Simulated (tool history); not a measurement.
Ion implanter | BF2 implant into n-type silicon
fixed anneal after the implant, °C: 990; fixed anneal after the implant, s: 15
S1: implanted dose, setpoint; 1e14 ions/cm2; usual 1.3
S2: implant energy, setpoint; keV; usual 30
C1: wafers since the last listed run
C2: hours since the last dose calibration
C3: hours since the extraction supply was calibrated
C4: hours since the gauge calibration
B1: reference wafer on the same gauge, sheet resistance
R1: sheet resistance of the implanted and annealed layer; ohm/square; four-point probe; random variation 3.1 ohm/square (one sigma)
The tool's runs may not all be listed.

Run 1, day 0: usual settings; C1 0; C2 396.4; C3 3979.1; C4 1363.6; B1 622.15. Result: R1 710.1 ohm/square.
Run 2, day 3.25: usual settings; C1 1418; C2 474.4; C3 4057.1; C4 1441.6; B1 622.08. Result: R1 710.09 ohm/square.
Run 3, day 5.225: usual settings but S1 1.06 1e14 ions/cm2; C1 862; C2 521.8; C3 4104.5; C4 1489; B1 621.91. Result: R1 834.62 ohm/square.
Run 4, day 7.438: usual settings but S1 1 1e14 ions/cm2; C1 965; C2 574.9; C3 4157.6; C4 1542.1; B1 622.2. Result: R1 877.63 ohm/square.
Run 5, day 11.458: usual settings but S2 35.5 keV; C1 1755; C2 671.4; C3 4254.1; C4 1638.6; B1 621.96. Result: R1 696.95 ohm/square.
Run 6, day 16.725: usual settings but S2 35.5 keV; C1 2299; C2 797.8; C3 4380.5; C4 1765; B1 622.22. Result: R1 690.06 ohm/square.
Run 7, day 26.454: usual settings but S2 35.5 keV; C1 4246; C2 1031.3; C3 4614; C4 1998.5; B1 622.3. Result: R1 692.27 ohm/square.
Run 8, day 28.838: usual settings but S1 1.13 1e14 ions/cm2; C1 1040; C2 1088.5; C3 4671.2; C4 2055.7; B1 622.09. Result: R1 801.9 ohm/square.
At day 31.425: extraction supply calibrated.
Run 9, day 32.788: usual settings; C1 1578; C2 1183.3; C3 32.7; C4 2150.5; B1 621.67. Result: R1 711.66 ohm/square.
Run 10, day 35.246: usual settings; C1 1073; C2 1242.3; C3 91.7; C4 2209.5; B1 621.75. Result: R1 710.2 ohm/square.
At day 37.267: Faraday cup replaced and dose calibrated.
Run 11, day 39.512: usual settings; C1 1716; C2 53.9; C3 194.1; C4 2311.9; B1 622.27. Result: R1 714.14 ohm/square.
Run 12, day 42.138: usual settings; C1 1145; C2 116.9; C3 257.1; C4 2374.9; B1 621.62. Result: R1 709.32 ohm/square.
Run 13, day 44.925: usual settings; C1 1216; C2 183.8; C3 324; C4 2441.8; B1 620.88. Result: R1 715.55 ohm/square.
Run 14, day 48.917: usual settings but S1 1.42 1e14 ions/cm2; C1 1742; C2 279.6; C3 419.8; C4 2537.6; B1 621.88. Result: R1 665.34 ohm/square.

Forecast run 15:
Run 15, day 51.738: usual settings but S1 1.45 1e14 ions/cm2; C1 1231; C2 347.3; C3 487.5; C4 2605.3; B1 ?. Result: R1 ?.

Run 15 gave B1 621.25, R1 650.67 ohm/square.
Without the tool's hidden state the same run would have given R1 650.67 ohm/square.
